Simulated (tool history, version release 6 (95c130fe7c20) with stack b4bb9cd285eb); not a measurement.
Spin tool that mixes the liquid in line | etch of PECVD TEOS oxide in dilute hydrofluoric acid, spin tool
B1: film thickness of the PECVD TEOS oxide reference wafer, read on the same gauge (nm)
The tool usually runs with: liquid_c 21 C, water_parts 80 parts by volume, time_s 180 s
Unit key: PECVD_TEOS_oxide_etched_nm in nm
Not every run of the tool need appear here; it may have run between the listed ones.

run 1 hour=0 | liquid_c=21 water_parts=80 time_s=180 | B1=39.99 | PECVD_TEOS_oxide_etched_nm=34.33
run 2 hour=54 | liquid_c=21 water_parts=80 time_s=180 | B1=39.98 | PECVD_TEOS_oxide_etched_nm=34.24
run 3 hour=118.8 | liquid_c=21 water_parts=80 time_s=180 | B1=40.01 | PECVD_TEOS_oxide_etched_nm=34.66
run 4 hour=158.9 | liquid_c=21 water_parts=80 time_s=180 | B1=40.02 | PECVD_TEOS_oxide_etched_nm=34.4
run 5 hour=221.4 | liquid_c=21 water_parts=80 time_s=180 | B1=40.02 | PECVD_TEOS_oxide_etched_nm=35.28
run 6 hour=289 | liquid_c=24 water_parts=80 time_s=180 | B1=39.97 | PECVD_TEOS_oxide_etched_nm=39.75
run 7 hour=345.6 | liquid_c=24 water_parts=80 time_s=180 | B1=40 | PECVD_TEOS_oxide_etched_nm=39.57
run 8 hour=396.3 | liquid_c=21 water_parts=80 time_s=180 | B1=40 | PECVD_TEOS_oxide_etched_nm=35.77
-- hour=433.9 gauge calibrated
run 9 hour=435.1 | liquid_c=21 water_parts=105 time_s=180 | B1=40 | PECVD_TEOS_oxide_etched_nm=26.72
-- hour=453 thermometer replaced
run 10 hour=465.2 | liquid_c=21 water_parts=105 time_s=180 | B1=40.01 | PECVD_TEOS_oxide_etched_nm=24.15
run 11 hour=643.6 | liquid_c=23.5 water_parts=80 time_s=180 | B1=40 | PECVD_TEOS_oxide_etched_nm=37.45
run 12 hour=683.6 | liquid_c=22.5 water_parts=60 time_s=95 | B1=39.97 | PECVD_TEOS_oxide_etched_nm=25.87
run 13 hour=728.5 | liquid_c=21 water_parts=110 time_s=180 | B1=39.99 | PECVD_TEOS_oxide_etched_nm=24.06
-- hour=890.6 hydrofluoric acid flow meter replaced
run 14 hour=935.9 | liquid_c=21 water_parts=55 time_s=215 | B1=39.99 | PECVD_TEOS_oxide_etched_nm=68.81
run 15 hour=976.4 | liquid_c=21 water_parts=80 time_s=270 | B1=40.01 | PECVD_TEOS_oxide_etched_nm=58.06
run 16 hour=1022.2 | liquid_c=17.5 water_parts=40 time_s=235 | B1=39.98 | PECVD_TEOS_oxide_etched_nm=92.75
-- hour=1065.8 thermometer replaced
run 17 hour=1089 | liquid_c=21 water_parts=80 time_s=180 | B1=39.98 | PECVD_TEOS_oxide_etched_nm=34.29
run 18 hour=1138.4 | liquid_c=21 water_parts=80 time_s=180 | B1=40.01 | PECVD_TEOS_oxide_etched_nm=35.11
run 19 hour=1205.7 | liquid_c=21 water_parts=65 time_s=225 | B1=40.02 | PECVD_TEOS_oxide_etched_nm=54.83
run 20 hour=1260.8 | liquid_c=21 water_parts=80 time_s=180 | B1=40 | PECVD_TEOS_oxide_etched_nm=35.35
run 21 hour=1307.1 | liquid_c=18 water_parts=80 time_s=260 | B1=40 | PECVD_TEOS_oxide_etched_nm=45.08
run 22 hour=1361.2 | liquid_c=17.5 water_parts=90 time_s=225 | B1=40.02 | PECVD_TEOS_oxide_etched_nm=33.68

Each row is a separate what-if for the run after 22, all from the same tool condition, not one after another. Results?
run A hour=1361.7 | liquid_c=21 water_parts=40 time_s=180 | B1=? | PECVD_TEOS_oxide_etched_nm=?
run B hour=1361.7 | liquid_c=17 water_parts=95 time_s=250 | B1=? | PECVD_TEOS_oxide_etched_nm=?
run C hour=1361.7 | liquid_c=21 water_parts=45 time_s=180 | B1=? | PECVD_TEOS_oxide_etched_nm=?

run=A B1=39.99 PECVD_TEOS_oxide_etched_nm=74.55
run=B B1=39.99 PECVD_TEOS_oxide_etched_nm=34.47
run=C B1=39.99 PECVD_TEOS_oxide_etched_nm=65.83
With the hidden condition removed and each run's random variation left untouched, the same runs would have given:
run=A PECVD_TEOS_oxide_etched_nm=73.29
run=B PECVD_TEOS_oxide_etched_nm=33.97
run=C PECVD_TEOS_oxide_etched_nm=64.74
